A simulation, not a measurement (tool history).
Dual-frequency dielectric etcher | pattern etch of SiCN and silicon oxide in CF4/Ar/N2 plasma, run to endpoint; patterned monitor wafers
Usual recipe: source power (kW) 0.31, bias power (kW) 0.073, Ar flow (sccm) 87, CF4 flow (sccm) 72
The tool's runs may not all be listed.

run	hour	source power (kW)	bias power (kW)	Ar flow (sccm)	CF4 flow (sccm)	incoming incoming film thickness, nm	endpoint time (s)
1	0	0.31	0.073	76	63	12.08	17.1
# hour 46.9: wet clean of the chamber
# hour 77.8: upper electrode replaced
2	259.6	0.31	0.073	76	63	12.04	17.1
# hour 336.3: bias power generator calibrated
3	345.5	0.31	0.073	76	63	12.03	17.3
4	382.1	0.31	0.062	87	80	11.87	17.7
5	461.9	0.31	0.073	87	67	11.92	17.1
6	525.9	0.31	0.073	71	72	12.13	16.6
# hour 585.7: wet clean of the chamber
7	614	0.31	0.073	97	63	12.03	17.6
8	708.6	0.38	0.073	87	72	12	14.8
# hour 856.8: source power generator calibrated
9	976.3	0.23	0.073	87	72	11.97	20.1
10	1014.3	0.31	0.073	87	72	11.99	16.8
11	1082	0.31	0.056	72	72	11.94	17.8
# hour 1116.1: wet clean of the chamber
12	1119.7	0.28	0.073	98	89	11.98	17.7
13	1204.9	0.36	0.073	71	72	11.98	14.5
# hour 1231.2: CF4 flow controller replaced
14	1246.3	0.31	0.073	87	59	12.02	17.2
15	1313.8	0.31	0.088	87	72	12.02	15.5
# hour 1325.8: Ar flow controller replaced
# hour 1328.6: source power generator calibrated, repeated, since the last time left the tool worse
16	1389.4	0.31	0.073	87	72	12	17.5
17	1477	0.27	0.073	87	72	12.06	19.2
18	1566	0.27	0.073	65	72	11.86	17.9
19	1640.2	0.39	0.073	87	72	11.98	14.8
# hour 1686.7: wet clean of the chamber
20	1687.2	0.26	0.073	98	72	11.99	20
21	1718.4	0.31	0.073	87	72	11.95	17.4
22	1769.8	0.31	0.085	87	72	11.95	16.4
23	1868.7	0.36	0.067	67	65	12.09	16
24	1930.7	0.26	0.073	98	72	12.04	19.8
25	1980.6	0.31	0.073	87	72	11.89	17.4

Below are 3 alternative next runs, each starting from the tool's condition after run 25. Predict each:
A	1981	0.31	0.073	97	72	11.91	?
B	1981	0.28	0.073	106	86	11.91	?
C	1981	0.31	0.073	104	72	11.91	?

run	endpoint time (s)
A	17.5
B	18.5
C	17.7
Take away the tool's hidden state, keep each run's random variation, and the runs would have read:
run	endpoint time (s)
A	17.6
B	18.6
C	17.8

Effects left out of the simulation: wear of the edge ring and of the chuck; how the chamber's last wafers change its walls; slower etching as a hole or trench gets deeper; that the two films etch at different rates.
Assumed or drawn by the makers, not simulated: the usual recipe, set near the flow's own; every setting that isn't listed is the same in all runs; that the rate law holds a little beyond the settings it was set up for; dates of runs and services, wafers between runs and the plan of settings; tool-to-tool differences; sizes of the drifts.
